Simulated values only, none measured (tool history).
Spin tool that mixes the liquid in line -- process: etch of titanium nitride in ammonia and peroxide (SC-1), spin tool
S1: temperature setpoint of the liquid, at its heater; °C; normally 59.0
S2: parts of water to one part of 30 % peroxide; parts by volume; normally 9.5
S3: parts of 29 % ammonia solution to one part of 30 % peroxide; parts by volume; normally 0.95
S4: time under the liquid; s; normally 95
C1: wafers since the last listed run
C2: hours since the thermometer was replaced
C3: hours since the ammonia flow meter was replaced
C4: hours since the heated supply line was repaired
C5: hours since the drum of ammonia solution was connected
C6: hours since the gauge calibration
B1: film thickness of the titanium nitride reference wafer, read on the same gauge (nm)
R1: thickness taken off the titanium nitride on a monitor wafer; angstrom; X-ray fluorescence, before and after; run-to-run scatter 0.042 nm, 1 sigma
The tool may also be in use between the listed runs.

run	day	S1	S2	S3	S4	C1	C2	C3	C4	C5	C6	B1	R1
1	0.000	61.5	9.5	0.95	95	0	1838.7	1900.7	3245.9	44.8	315.0	59.97	152.0
2	1.954	59.0	9.5	0.95	65	598	1885.6	1947.6	3292.8	91.7	361.9	60.02	88.2
3	4.675	59.0	7.0	0.95	135	833	1950.9	2012.9	3358.1	157.0	427.2	60.02	211.3
4	6.200	59.0	7.0	0.95	135	466	1987.5	2049.5	3394.7	193.6	463.8	60.03	211.6
5	8.054	59.0	13.5	0.95	95	567	2032.0	2094.0	3439.2	238.1	508.3	60.00	106.8
6	10.904	59.0	9.5	0.95	95	872	2100.4	2162.4	3507.6	306.5	576.7	59.98	126.9
# day 11.142: ammonia flow meter replaced
7	13.462	59.0	9.5	0.95	95	770	2161.8	55.7	3569.0	367.9	638.1	60.02	128.5
8	14.917	59.0	11.0	0.95	65	445	2196.7	90.6	3603.9	402.8	673.0	60.01	81.2
9	16.833	51.0	9.5	0.95	145	586	2242.7	136.6	3649.9	448.8	719.0	59.98	113.3
# day 18.396: heated supply line repaired
10	18.625	59.0	5.5	0.95	45	535	2285.7	179.6	5.5	491.8	762.0	60.02	78.1
# day 19.379: gauge calibrated
11	20.871	59.0	9.5	0.60	95	687	2339.6	233.5	59.4	545.7	35.8	60.02	118.3
12	22.012	59.0	9.5	0.95	95	349	2367.0	260.9	86.8	573.1	63.2	60.03	127.0
13	23.354	59.0	9.5	0.95	95	410	2399.2	293.1	119.0	605.3	95.4	59.95	127.5
# day 23.588: thermometer replaced
14	25.754	59.0	12.0	0.95	120	722	52.0	350.7	176.6	662.9	153.0	59.97	141.7
15	26.983	50.5	7.0	0.95	95	376	81.5	380.2	206.1	692.4	182.5	60.01	83.1
16	28.042	64.5	9.5	0.95	95	324	106.9	405.6	231.5	717.8	207.9	59.99	182.5
17	30.954	59.0	9.5	0.95	95	891	176.8	475.5	301.4	787.7	277.8	60.00	126.8
18	32.775	54.0	9.5	0.95	95	557	220.5	519.2	345.1	831.4	321.5	59.95	90.3
19	35.308	49.5	9.5	0.95	70	775	281.3	580.0	405.9	892.2	382.3	60.02	48.7
20	38.175	55.5	14.5	0.50	70	877	350.1	648.8	474.7	961.0	451.1	59.98	52.8
# day 39.071: new drum of ammonia solution connected
21	40.892	59.0	9.5	0.95	95	819	415.3	714.0	539.9	43.7	516.3	60.02	128.8
22	42.358	59.0	7.5	1.10	95	449	450.5	749.2	575.1	78.9	551.5	59.95	146.8
23	44.000	59.0	13.0	1.10	50	502	489.9	788.6	614.5	118.3	590.9	60.04	58.9

For each run, the measured value with the value that run would have given without the tool's hidden condition subtracted. The run-to-run variation is shared by both, the gauge scatter possibly not:
Unlogged tool condition in this case: liquid hotter than its thermometer reads (K); ammonia flow below the setpoint (%); temperature lost on the way to the wafer (K); ammonia solution weaker than its label (%); gauge reads high (%).
run	R1
1	-0.4
2	-0.3
3	-0.9
4	-1.1
5	-0.8
6	-1.0
7	-1.2
8	-0.8
9	-1.2
10	-0.8
11	-1.7
12	-1.7
13	-1.8
14	-2.3
15	-1.2
16	-3.0
17	-2.3
18	-1.7
19	-1.0
20	-1.4
21	-0.3
22	-0.5
23	-0.3
